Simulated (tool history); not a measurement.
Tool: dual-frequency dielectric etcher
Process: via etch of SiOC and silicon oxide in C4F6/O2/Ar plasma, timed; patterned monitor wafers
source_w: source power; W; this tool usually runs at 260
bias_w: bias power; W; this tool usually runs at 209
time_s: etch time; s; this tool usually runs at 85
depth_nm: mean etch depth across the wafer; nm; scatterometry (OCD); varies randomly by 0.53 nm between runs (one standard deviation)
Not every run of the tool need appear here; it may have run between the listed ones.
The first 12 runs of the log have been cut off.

run	hour	source_w	bias_w	time_s	read-back reference wafer on the same gauge, depth_nm	depth_nm
13	919.6	260	209	85	90	83.6
14	985.9	260	250	76.5	90	81.1
15	1035.1	260	175	85	89.9	77.3
16	1124.2	260	209	85	89.8	84.2
17	1383	260	209	85	89.6	83
18	1465.7	280	227	85	89.5	89.9
# hour 1567.7: wet clean of the chamber
19	1568.2	260	209	85	89.7	83.2
20	1613.3	280	184	64	89.5	60.9
21	1692.3	260	236	60	89.5	61.7
22	1757.7	290	243	92	89.2	101.9
23	1816.9	260	209	85	89.2	83.5
24	2031.7	260	209	85	88.8	83.6
25	2088.5	260	160	60.5	88.9	52.6
26	2129.1	300	248	98.5	89	110.1
27	2181.9	290	209	85	88.7	87.1
28	2238.7	260	209	103.5	88.5	100.5
# hour 2288.5: wet clean of the chamber
29	2343	290	227	85	88.6	89.7
30	2382	260	209	85	88.3	83.2

4 options for the next run, each taken on its own from the tool as it stands now. Forecast them:
A	2382.4	310	209	85	?	?
B	2382.4	230	166	92	?	?
C	2382.4	290	192	63.5	?	?
D	2382.4	230	230	75.5	?	?

run	read-back reference wafer on the same gauge, depth_nm	depth_nm
A	88.4	90.1
B	88.4	76.2
C	88.4	62.9
D	88.4	71.9
Stripped of hidden state, with their random variation kept, the same runs would have yielded:
run	depth_nm
A	91.9
B	77.8
C	64.2
D	73.3
